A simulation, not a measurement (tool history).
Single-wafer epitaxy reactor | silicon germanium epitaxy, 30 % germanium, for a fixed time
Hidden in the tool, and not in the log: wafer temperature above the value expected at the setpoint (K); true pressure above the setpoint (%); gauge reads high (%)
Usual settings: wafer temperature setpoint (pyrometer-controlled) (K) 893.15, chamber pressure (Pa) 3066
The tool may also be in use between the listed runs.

run	hour	wafer temperature setpoint (pyrometer-controlled) (K)	chamber pressure (Pa)	wafers since the last listed run	hours since the last pyrometer calibration	hours since the last manometer calibration	hours since the showerhead was replaced	hours since the gauge calibration	read-back reference wafer on the same gauge, thickness_nm	mean film thickness on the monitor wafer (angstrom)
1	0.0	893.15	3066	0	666.0	1404.6	813.6	231.9	76.611	834.91
2	41.5	893.15	3066	885	707.5	1446.1	855.1	273.4	76.588	828.52
3	137.5	893.15	3066	2047	803.5	1542.1	951.1	369.4	76.590	829.27
# hour 195.1: capacitance manometer re-zeroed and calibrated
4	219.6	893.15	3066	1580	885.6	24.5	1033.2	451.5	76.703	839.05
5	325.0	893.15	3066	2247	991.0	129.9	1138.6	556.9	76.577	842.43
6	390.7	893.15	3066	1401	1056.7	195.6	1204.3	622.6	76.619	838.69
7	450.6	893.15	3066	1277	1116.6	255.5	1264.2	682.5	76.649	838.98
8	553.0	897.15	3066	2183	1219.0	357.9	1366.6	784.9	76.540	893.83
9	651.8	897.15	3066	2107	1317.8	456.7	1465.4	883.7	76.652	895.39
10	748.3	897.15	3066	2058	1414.3	553.2	1561.9	980.2	76.686	889.85
11	847.8	893.15	3613	2122	1513.8	652.7	1661.4	1079.7	76.537	901.12
12	908.2	893.15	3066	1288	1574.2	713.1	1721.8	1140.1	76.619	832.59
13	950.9	893.15	3066	910	1616.9	755.8	1764.5	1182.8	76.629	831.06
14	1058.7	893.15	3066	2299	1724.7	863.6	1872.3	1290.6	76.518	831.06
15	1121.8	893.15	3066	1345	1787.8	926.7	1935.4	1353.7	76.632	827.76
16	1221.2	893.15	3066	2119	1887.2	1026.1	2034.8	1453.1	76.698	824.85
# hour 1285.8: gauge calibrated
17	1393.6	893.15	3066	3676	2059.6	1198.5	2207.2	107.8	76.553	821.33
18	1448.9	893.15	3066	1179	2114.9	1253.8	2262.5	163.1	76.624	822.86
19	1491.7	893.15	3066	912	2157.7	1296.6	2305.3	205.9	76.578	820.40

Forecast run 20:
20	1560.3	889.15	2586	1463	2226.3	1365.2	2373.9	274.5	?	?

{"run 20": {"read-back reference wafer on the same gauge, thickness_nm": 76.687, "mean film thickness on the monitor wafer (angstrom)": 707.0}}
Without the tool's hidden state the same run would have given mean film thickness on the monitor wafer (angstrom) 733.66.

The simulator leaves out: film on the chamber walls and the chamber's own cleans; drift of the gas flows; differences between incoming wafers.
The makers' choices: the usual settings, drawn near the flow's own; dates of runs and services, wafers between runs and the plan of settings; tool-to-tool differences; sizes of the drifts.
